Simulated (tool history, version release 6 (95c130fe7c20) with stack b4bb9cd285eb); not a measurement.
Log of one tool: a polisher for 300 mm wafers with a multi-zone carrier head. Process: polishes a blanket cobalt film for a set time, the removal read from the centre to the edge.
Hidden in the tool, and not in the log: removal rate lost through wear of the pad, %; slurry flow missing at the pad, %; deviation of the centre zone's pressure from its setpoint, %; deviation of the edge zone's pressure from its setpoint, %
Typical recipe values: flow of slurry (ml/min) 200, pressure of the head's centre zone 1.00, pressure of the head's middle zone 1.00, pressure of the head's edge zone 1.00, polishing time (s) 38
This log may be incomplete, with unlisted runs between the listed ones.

| run | day | flow of slurry (ml/min) | pressure of the head's centre zone | pressure of the head's middle zone | pressure of the head's edge zone | polishing time (s) | wafers since the last listed run | wafers polished on this pad | hours since the slurry nozzle was cleaned | hours since the centre zone pressure was calibrated | hours since the edge zone pressure was calibrated | hours since the carrier head's membrane was replaced | incoming thickness of the incoming film, nm | film removed at the wafer's centre (nm) | film removed at mid-radius (nm) | film removed at the wafer's edge (nm) |
|---|---|---|---|---|---|---|---|---|---|---|---|---|---|---|---|---|
| 1 | 0.000 | 200 | 1.00 | 1.10 | 1.00 | 38 | 0 | 1857 | 60.0 | 1040.6 | 171.3 | 116.2 | 1171.3 | 209.1 | 222.0 | 207.1 |
| 2 | 1.458 | 180 | 1.00 | 1.00 | 1.00 | 27 | 561 | 2418 | 95.0 | 1075.6 | 206.3 | 151.2 | 1173.8 | 145.9 | 148.4 | 141.4 |
| 3 | 2.725 | 200 | 1.07 | 1.10 | 0.90 | 48 | 487 | 2906 | 125.4 | 1106.0 | 236.7 | 181.6 | 1176.3 | 275.5 | 275.4 | 245.9 |
| 4 | 4.125 | 200 | 1.00 | 1.10 | 1.00 | 38 | 538 | 3445 | 159.0 | 1139.6 | 270.3 | 215.2 | 1166.8 | 211.9 | 227.4 | 201.5 |
| 5 | 4.817 | 200 | 1.00 | 1.00 | 1.00 | 38 | 266 | 3711 | 175.6 | 1156.2 | 286.9 | 231.8 | 1170.7 | 200.2 | 204.7 | 204.6 |
|  | 5.454 | worn pad replaced by a new one |
| 6 | 5.867 | 155 | 1.00 | 1.00 | 1.00 | 33 | 339 | 159 | 200.8 | 1181.4 | 312.1 | 257.0 | 1161.5 | 172.0 | 175.8 | 169.1 |
| 7 | 6.442 | 200 | 1.00 | 1.00 | 1.00 | 38 | 221 | 380 | 214.6 | 1195.2 | 325.9 | 270.8 | 1165.1 | 207.5 | 206.0 | 201.9 |
| 8 | 7.475 | 200 | 0.97 | 1.00 | 1.00 | 38 | 397 | 778 | 239.4 | 1220.0 | 350.7 | 295.6 | 1156.6 | 196.7 | 205.1 | 198.6 |
|  | 7.575 | centre zone pressure recalibrated |
| 9 | 8.250 | 200 | 0.94 | 1.00 | 1.00 | 30 | 266 | 1044 | 258.0 | 16.2 | 369.3 | 314.2 | 1190.7 | 153.6 | 163.3 | 163.4 |
| 10 | 9.712 | 220 | 0.90 | 1.00 | 0.93 | 38 | 562 | 1607 | 293.1 | 51.3 | 404.4 | 349.3 | 1184.1 | 190.2 | 214.0 | 195.9 |
| 11 | 10.583 | 265 | 1.00 | 1.00 | 0.96 | 38 | 335 | 1942 | 314.0 | 72.2 | 425.3 | 370.2 | 1170.4 | 207.9 | 222.0 | 201.2 |
|  | 10.988 | slurry nozzle cleaned |
| 12 | 11.183 | 200 | 1.00 | 1.11 | 1.00 | 38 | 214 | 2157 | 4.7 | 86.6 | 439.7 | 384.6 | 1171.3 | 211.9 | 233.8 | 209.3 |
| 13 | 11.738 | 200 | 1.00 | 1.00 | 1.09 | 48 | 213 | 2370 | 18.0 | 99.9 | 453.0 | 397.9 | 1192.7 | 272.4 | 271.7 | 274.7 |
| 14 | 13.175 | 200 | 1.00 | 1.00 | 1.00 | 47 | 553 | 2923 | 52.5 | 134.4 | 487.5 | 432.4 | 1160.2 | 257.7 | 261.3 | 259.6 |
|  | 14.308 | worn pad replaced by a new one |
| 15 | 14.329 | 150 | 0.96 | 0.94 | 1.00 | 46 | 379 | 7 | 80.2 | 162.1 | 515.2 | 460.1 | 1172.3 | 224.8 | 228.9 | 241.7 |
| 16 | 15.071 | 200 | 1.00 | 1.00 | 1.00 | 38 | 285 | 292 | 98.0 | 179.9 | 533.0 | 477.9 | 1161.2 | 202.9 | 216.0 | 202.0 |
| 17 | 15.942 | 160 | 1.03 | 1.00 | 1.00 | 38 | 335 | 628 | 118.9 | 200.8 | 553.9 | 498.8 | 1170.5 | 203.7 | 199.3 | 199.6 |
| 18 | 16.700 | 200 | 1.00 | 1.00 | 0.89 | 38 | 291 | 919 | 137.1 | 219.0 | 572.1 | 517.0 | 1179.8 | 206.0 | 207.6 | 194.6 |
| 19 | 17.671 | 200 | 0.89 | 0.89 | 1.00 | 38 | 373 | 1293 | 160.4 | 242.3 | 595.4 | 540.3 | 1157.7 | 188.2 | 195.9 | 204.6 |
| 20 | 18.188 | 160 | 1.00 | 1.09 | 1.00 | 26 | 198 | 1492 | 172.8 | 254.7 | 607.8 | 552.7 | 1178.6 | 131.3 | 146.1 | 137.2 |
| 21 | 19.617 | 200 | 1.00 | 1.00 | 1.00 | 38 | 549 | 2042 | 207.1 | 289.0 | 642.1 | 587.0 | 1167.3 | 205.9 | 203.9 | 207.4 |

For run 22, what comes out?
| 22 | 20.567 | 200 | 1.09 | 1.00 | 1.00 | 33 | 365 | 2407 | 229.9 | 311.8 | 664.9 | 609.8 | 1168.1 | ? | ? | ? |

film removed at the wafer's centre (nm): 189.3
film removed at mid-radius (nm): 178.1
film removed at the wafer's edge (nm): 180.0
The same run, on a tool lacking any hidden state, would have yielded film removed at the wafer's centre (nm) 196.2, film removed at mid-radius (nm) 183.9, film removed at the wafer's edge (nm) 184.3.

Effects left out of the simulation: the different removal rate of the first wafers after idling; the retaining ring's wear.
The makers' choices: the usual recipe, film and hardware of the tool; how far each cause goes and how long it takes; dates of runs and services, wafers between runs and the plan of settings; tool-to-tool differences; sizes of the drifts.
